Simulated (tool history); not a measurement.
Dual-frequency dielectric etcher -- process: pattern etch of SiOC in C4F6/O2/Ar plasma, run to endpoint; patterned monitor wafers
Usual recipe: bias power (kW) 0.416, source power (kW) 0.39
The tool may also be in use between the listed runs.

run	hour	bias power (kW)	source power (kW)	wafers since the last listed run	hours since the last wet clean	hours since the last bias power generator calibration	hours since the last source power generator calibration	hours since the last upper electrode change	incoming incoming film thickness, nm	endpoint time (s)
1	0	0.416	0.39	0	592.5	2059.2	2307.1	3884.5	52.6	19.1
# hour 23.5: wet clean of the chamber
2	57.1	0.467	0.39	441	33.6	2116.3	2364.2	3941.6	52.5	17.5
3	150.1	0.353	0.43	1224	126.6	2209.3	2457.2	4034.6	52.7	18.8
4	218.4	0.353	0.43	898	194.9	2277.6	2525.5	4102.9	53	19
5	323.6	0.353	0.43	1384	300.1	2382.8	2630.7	4208.1	52.6	19.1
6	370.2	0.466	0.33	613	346.7	2429.4	2677.3	4254.7	52.6	20.1
7	453.4	0.416	0.39	1095	429.9	2512.6	2760.5	4337.9	53.3	19.3
# hour 537.5: wet clean of the chamber
8	538	0.416	0.39	797	0.5	2597.2	2845.1	4422.5	52.9	18.2
9	559.8	0.416	0.39	286	22.3	2619	2866.9	4444.3	53	18.3
10	660.4	0.416	0.39	1324	122.9	2719.6	2967.5	4544.9	52.5	18.3
11	710.8	0.416	0.39	663	173.3	2770	3017.9	4595.3	52.3	18.4
12	769.9	0.416	0.39	777	232.4	2829.1	3077	4654.4	53.2	18.7
# hour 787.6: bias power generator calibrated
13	823.1	0.416	0.39	647	285.6	35.5	3130.2	4707.6	52.9	18.7
14	904.7	0.416	0.39	1073	367.2	117.1	3211.8	4789.2	53.1	18.9
15	957.4	0.455	0.39	693	419.9	169.8	3264.5	4841.9	53.4	18.5
16	999.8	0.462	0.48	558	462.3	212.2	3306.9	4884.3	52.8	16.1
# hour 1035.5: wet clean of the chamber
17	1039.4	0.416	0.3	205	3.9	251.8	3346.5	4923.9	52.7	21.7
18	1124.1	0.371	0.46	1114	88.6	336.5	3431.2	5008.6	52.9	17.6
# hour 1213.3: source power generator calibrated
19	1225	0.353	0.43	1275	189.5	437.4	11.7	5109.5	53.2	19.1
20	1320.2	0.33	0.33	1252	284.7	532.6	106.9	5204.7	53.1	23.3
21	1406.8	0.416	0.39	1139	371.3	619.2	193.5	5291.3	53.5	19.2
# hour 1566.3: wet clean of the chamber
22	1688.8	0.496	0.32	3395	122.5	901.2	475.5	5573.3	52.6	19.4
23	1761	0.416	0.33	950	194.7	973.4	547.7	5645.5	53.6	20.9
24	1799.2	0.518	0.49	502	232.9	1011.6	585.9	5683.7	52.9	14.9
# hour 1851: upper electrode replaced
25	1872.9	0.416	0.39	654	306.6	1085.3	659.6	21.9	52.9	18.9
26	1961	0.335	0.48	1159	394.7	1173.4	747.7	110	53.2	18.4
27	2045.8	0.416	0.39	1116	479.5	1258.2	832.5	194.8	52.9	19.1
# hour 2090.8: wet clean of the chamber
28	2120	0.333	0.45	660	29.2	1332.4	906.7	269	53	18.4
29	2161.8	0.416	0.45	550	71	1374.2	948.5	310.8	52.8	16.8
30	2265.2	0.482	0.44	1360	174.4	1477.6	1051.9	414.2	52.8	16.2
31	2347.1	0.36	0.35	1077	256.3	1559.5	1133.8	496.1	52.6	20.9

For some of the steps in endpoint time (s) from one run to the next: how much would appear even if the tool had no hidden state, given the settings, what came in and random variation, and how much remains for the hidden state plus any gauge scatter that the measured result and the result without hidden state don't share?
Hidden conditions of the tool in this case: etch rate over this chamber's usual, %; bias power that arrives over what is set, %; source power that arrives over what is set, %.
Run 1 -> 2: bias power (kW) 0.416 -> 0.467, wet clean of the chamber. endpoint time (s) -1.6: hidden state -0.7, all else -0.9.
Run 7 -> 8: wet clean of the chamber. endpoint time (s) -1.1: hidden state -0.9, all else -0.2.
Run 16 -> 17: bias power (kW) 0.462 -> 0.416, source power (kW) 0.48 -> 0.3, wet clean of the chamber. endpoint time (s) +5.6: hidden state -0.5, all else +6.1.
Run 23 -> 24: bias power (kW) 0.416 -> 0.518, source power (kW) 0.33 -> 0.49. endpoint time (s) -6: hidden state +0, all else -6.
Run 27 -> 28: bias power (kW) 0.416 -> 0.333, source power (kW) 0.39 -> 0.45, wet clean of the chamber. endpoint time (s) -0.7: hidden state -0.8, all else +0.1.
Run 30 -> 31: bias power (kW) 0.482 -> 0.36, source power (kW) 0.44 -> 0.35. endpoint time (s) +4.7: hidden state +0.1, all else +4.6.
